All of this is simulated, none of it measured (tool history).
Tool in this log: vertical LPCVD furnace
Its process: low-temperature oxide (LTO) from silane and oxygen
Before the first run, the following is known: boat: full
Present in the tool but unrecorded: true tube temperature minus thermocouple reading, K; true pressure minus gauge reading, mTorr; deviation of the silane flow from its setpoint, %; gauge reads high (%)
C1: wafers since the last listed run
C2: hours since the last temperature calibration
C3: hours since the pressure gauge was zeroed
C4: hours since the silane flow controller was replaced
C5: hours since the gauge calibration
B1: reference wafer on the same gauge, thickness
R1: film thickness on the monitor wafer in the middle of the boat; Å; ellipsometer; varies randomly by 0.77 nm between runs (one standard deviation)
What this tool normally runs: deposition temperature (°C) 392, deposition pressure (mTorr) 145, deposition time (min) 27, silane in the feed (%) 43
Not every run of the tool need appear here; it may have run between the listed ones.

Run 1, day 0: usual settings; C1 0; C2 2554.5; C3 2765.6; C4 4973.4; C5 977.8; B1 200.92. Result: R1 1624.7 Å.
Run 2, day 8.85: usual settings; C1 4373; C2 2766.9; C3 2978; C4 5185.8; C5 1190.2; B1 201.15. Result: R1 1616.2 Å.
Run 3, day 13.196: usual settings; C1 2147; C2 2871.2; C3 3082.3; C4 5290.1; C5 1294.5; B1 201.24. Result: R1 1633 Å.
Run 4, day 17.383: usual settings; C1 2069; C2 2971.7; C3 3182.8; C4 5390.6; C5 1395; B1 200.92. Result: R1 1628.6 Å.
Run 5, day 21.638: usual settings; C1 2102; C2 3073.8; C3 3284.9; C4 5492.7; C5 1497.1; B1 201.07. Result: R1 1613.6 Å.
Run 6, day 23.375: usual settings; C1 858; C2 3115.5; C3 3326.6; C4 5534.4; C5 1538.8; B1 201.1. Result: R1 1621.8 Å.
Run 7, day 27: usual settings; C1 1791; C2 3202.5; C3 3413.6; C4 5621.4; C5 1625.8; B1 200.95. Result: R1 1615.1 Å.
Run 8, day 29.633: usual settings; C1 1301; C2 3265.7; C3 3476.8; C4 5684.6; C5 1689; B1 200.98. Result: R1 1617.7 Å.
Run 9, day 32.754: usual settings; C1 1542; C2 3340.6; C3 3551.7; C4 5759.5; C5 1763.9; B1 200.93. Result: R1 1626.4 Å.
Run 10, day 36.7: usual settings; C1 1949; C2 3435.3; C3 3646.4; C4 5854.2; C5 1858.6; B1 200.92. Result: R1 1611.4 Å.
Run 11, day 39.567: usual settings; C1 1416; C2 3504.1; C3 3715.2; C4 5923; C5 1927.4; B1 201.09. Result: R1 1615.8 Å.
Run 12, day 43.1: usual settings; C1 1746; C2 3588.9; C3 3800; C4 6007.8; C5 2012.2; B1 201.04. Result: R1 1602 Å.
Run 13, day 46.975: usual settings; C1 1914; C2 3681.9; C3 3893; C4 6100.8; C5 2105.2; B1 201.43. Result: R1 1599.6 Å.
Run 14, day 50.4: usual settings; C1 1692; C2 3764.1; C3 3975.2; C4 6183; C5 2187.4; B1 200.92. Result: R1 1613.1 Å.
Run 15, day 54.154: usual settings; C1 1855; C2 3854.2; C3 4065.3; C4 6273.1; C5 2277.5; B1 201.04. Result: R1 1609.4 Å.
At day 54.671: gauge calibrated.
At day 56.538: silane flow controller replaced.
Run 16, day 56.558: usual settings; C1 693; C2 3911.9; C3 4123; C4 0.5; C5 45.3; B1 200.88. Result: R1 1668.7 Å.
Run 17, day 59.738: usual settings but silane in the feed (%) 48; C1 1571; C2 3988.2; C3 4199.3; C4 76.8; C5 121.6; B1 201.02. Result: R1 1876.6 Å.
Run 18, day 62.212: usual settings but deposition time (min) 20; C1 1223; C2 4047.6; C3 4258.7; C4 136.2; C5 181; B1 201.03. Result: R1 1251.3 Å.
Run 19, day 64.171: usual settings but deposition temperature (°C) 403, deposition pressure (mTorr) 115, silane in the feed (%) 37; C1 967; C2 4094.6; C3 4305.7; C4 183.2; C5 228; B1 200.95. Result: R1 1258.4 Å.
Run 20, day 66.738: usual settings; C1 1268; C2 4156.2; C3 4367.3; C4 244.8; C5 289.6; B1 201.06. Result: R1 1683.2 Å.
Run 21, day 70.504: usual settings but deposition pressure (mTorr) 180, deposition time (min) 20; C1 1861; C2 4246.6; C3 4457.7; C4 335.2; C5 380; B1 200.9. Result: R1 1544.3 Å.
Run 22, day 74.388: usual settings but deposition time (min) 35, silane in the feed (%) 49; C1 1919; C2 4339.8; C3 4550.9; C4 428.4; C5 473.2; B1 201.14. Result: R1 2488.6 Å.
At day 76.417: thermocouples replaced and temperature profile calibrated.
Run 23, day 78.125: usual settings; C1 1352; C2 41; C3 4640.6; C4 518.1; C5 562.9; B1 200.96. Result: R1 1674 Å.
Run 24, day 82.475: usual settings; C1 2149; C2 145.4; C3 4745; C4 622.5; C5 667.3; B1 201.16. Result: R1 1672.9 Å.
At day 83.633: pressure gauge zeroed.
Run 25, day 85.971: usual settings but deposition temperature (°C) 389, silane in the feed (%) 50; C1 1233; C2 229.3; C3 56.1; C4 706.4; C5 751.2; B1 200.92. Result: R1 1890.3 Å.
Run 26, day 89.667: usual settings but deposition temperature (°C) 388, deposition pressure (mTorr) 125, deposition time (min) 23, silane in the feed (%) 47; C1 1826; C2 318; C3 144.8; C4 795.1; C5 839.9; B1 201.03. Result: R1 1288.2 Å.
Run 27, day 91.817: usual settings but deposition temperature (°C) 385, deposition pressure (mTorr) 160; C1 1062; C2 369.6; C3 196.4; C4 846.7; C5 891.5; B1 200.87. Result: R1 1695.3 Å.
Run 28, day 95.504: usual settings but deposition pressure (mTorr) 115, deposition time (min) 18.5, silane in the feed (%) 38; C1 1822; C2 458.1; C3 284.9; C4 935.2; C5 980; B1 201.26. Result: R1 783.2 Å.
Run 29, day 99.871: usual settings but deposition temperature (°C) 403, silane in the feed (%) 38; C1 2157; C2 562.9; C3 389.7; C4 1040; C5 1084.8; B1 201.03. Result: R1 1621 Å.
Run 30, day 102.35: usual settings but deposition temperature (°C) 387, deposition time (min) 17, silane in the feed (%) 36; C1 1225; C2 622.4; C3 449.2; C4 1099.5; C5 1144.3; B1 200.87. Result: R1 794.7 Å.
Run 31, day 103.871: usual settings but deposition temperature (°C) 400, deposition time (min) 18.5; C1 751; C2 658.9; C3 485.7; C4 1136; C5 1180.8; B1 200.8. Result: R1 1255 Å.
Run 32, day 107.971: usual settings but deposition temperature (°C) 397, deposition pressure (mTorr) 115, deposition time (min) 35; C1 2026; C2 757.3; C3 584.1; C4 1234.4; C5 1279.2; B1 201.22. Result: R1 1804.9 Å.

Consider 3 possible next runs. They are alternatives, not a sequence: every one starts from the tool as it was left by run 32. What does each give?
Run A, day 108.129: usual settings; C1 78; C2 761.1; C3 587.9; C4 1238.2; C5 1283; B1 ?. Result: R1 ?.
Run B, day 108.129: usual settings but deposition time (min) 33; C1 78; C2 761.1; C3 587.9; C4 1238.2; C5 1283; B1 ?. Result: R1 ?.
Run C, day 108.129: usual settings but deposition temperature (°C) 388, deposition pressure (mTorr) 160, deposition time (min) 30.5; C1 78; C2 761.1; C3 587.9; C4 1238.2; C5 1283; B1 ?. Result: R1 ?.

run      B1      R1
  A  200.95  1685.5
  B  200.95    2060
  C  200.95  2008.7
Stripped of hidden state, with their random variation kept, the same runs would have yielded:
run      R1
  A  1690.8
  B  2066.5
  C  2015.1
